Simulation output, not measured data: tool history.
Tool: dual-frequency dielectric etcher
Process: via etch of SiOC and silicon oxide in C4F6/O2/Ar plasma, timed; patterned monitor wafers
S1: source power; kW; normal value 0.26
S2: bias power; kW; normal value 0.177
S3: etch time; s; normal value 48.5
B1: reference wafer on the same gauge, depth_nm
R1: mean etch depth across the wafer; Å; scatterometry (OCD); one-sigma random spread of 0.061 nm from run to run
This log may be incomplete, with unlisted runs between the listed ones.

Run 1, day 0: usual settings; B1 41.3. Result: R1 384.3 Å.
Run 2, day 1.304: usual settings; B1 41.29. Result: R1 383.9 Å.
Run 3, day 3.058: usual settings but S1 0.24 kW; B1 41.32. Result: R1 372.5 Å.
Run 4, day 4.583: usual settings but S1 0.24 kW; B1 41.28. Result: R1 372.4 Å.
Run 5, day 6.546: usual settings; B1 41.32. Result: R1 383.4 Å.
Run 6, day 7.738: usual settings; B1 41.32. Result: R1 383.1 Å.
Run 7, day 9.062: usual settings; B1 41.31. Result: R1 381.6 Å.
At day 10.188: wet clean of the chamber.
Run 8, day 11.575: usual settings; B1 41.3. Result: R1 385.2 Å.
At day 13.446: upper electrode replaced.
Run 9, day 13.821: usual settings; B1 41.29. Result: R1 383.4 Å.
Run 10, day 15.312: usual settings; B1 41.32. Result: R1 384.8 Å.
Run 11, day 16.842: usual settings; B1 41.32. Result: R1 383.1 Å.
At day 19.988: gauge calibrated.
Run 12, day 21.221: usual settings; B1 41.29. Result: R1 382.2 Å.
Run 13, day 22.742: usual settings but S1 0.21 kW, S2 0.217 kW, S3 61.5 s; B1 41.33. Result: R1 472 Å.
At day 24.321: source power generator calibrated.
Run 14, day 25.192: usual settings; B1 41.31. Result: R1 389.9 Å.
Run 15, day 27.983: usual settings but S1 0.22 kW, S2 0.212 kW; B1 41.28. Result: R1 382.8 Å.
At day 29.717: wet clean of the chamber.
Run 16, day 29.738: usual settings but S1 0.24 kW; B1 41.3. Result: R1 381.1 Å.
At day 30.883: bias power generator calibrated.
Run 17, day 31.208: usual settings but S1 0.2 kW, S2 0.162 kW, S3 60 s; B1 41.31. Result: R1 432.1 Å.
Run 18, day 32.812: usual settings but S1 0.28 kW, S2 0.145 kW, S3 37 s; B1 41.3. Result: R1 292.5 Å.
Run 19, day 34.146: usual settings but S1 0.32 kW, S2 0.164 kW; B1 41.32. Result: R1 414.4 Å.
Run 20, day 35.475: usual settings; B1 41.32. Result: R1 390.7 Å.
Run 21, day 37.596: usual settings; B1 41.3. Result: R1 389.7 Å.
Run 22, day 39.033: usual settings but S2 0.148 kW; B1 41.31. Result: R1 373.8 Å.
Run 23, day 40.338: usual settings but S1 0.29 kW, S2 0.161 kW, S3 56.5 s; B1 41.28. Result: R1 461.6 Å.
Run 24, day 41.558: usual settings but S2 0.213 kW; B1 41.32. Result: R1 408.7 Å.
Run 25, day 43.917: usual settings but S1 0.24 kW, S2 0.195 kW, S3 52 s; B1 41.29. Result: R1 413.7 Å.

3 ways to go on from here, each from the tool as it stands after run 25. What would each give?
Run A, day 43.933: usual settings but S3 62.5 s; B1 ?. Result: R1 ?.
Run B, day 43.933: usual settings but S1 0.28 kW, S3 43 s; B1 ?. Result: R1 ?.
Run C, day 43.933: usual settings but S1 0.22 kW, S2 0.165 kW, S3 61.5 s; B1 ?. Result: R1 ?.

run     B1     R1
  A  41.29    501
  B  41.29  354.3
  C  41.29  455.9
Take away the tool's hidden state, keep each run's random variation, and the runs would have read:
run     R1
  A  503.4
  B    356
  C    458

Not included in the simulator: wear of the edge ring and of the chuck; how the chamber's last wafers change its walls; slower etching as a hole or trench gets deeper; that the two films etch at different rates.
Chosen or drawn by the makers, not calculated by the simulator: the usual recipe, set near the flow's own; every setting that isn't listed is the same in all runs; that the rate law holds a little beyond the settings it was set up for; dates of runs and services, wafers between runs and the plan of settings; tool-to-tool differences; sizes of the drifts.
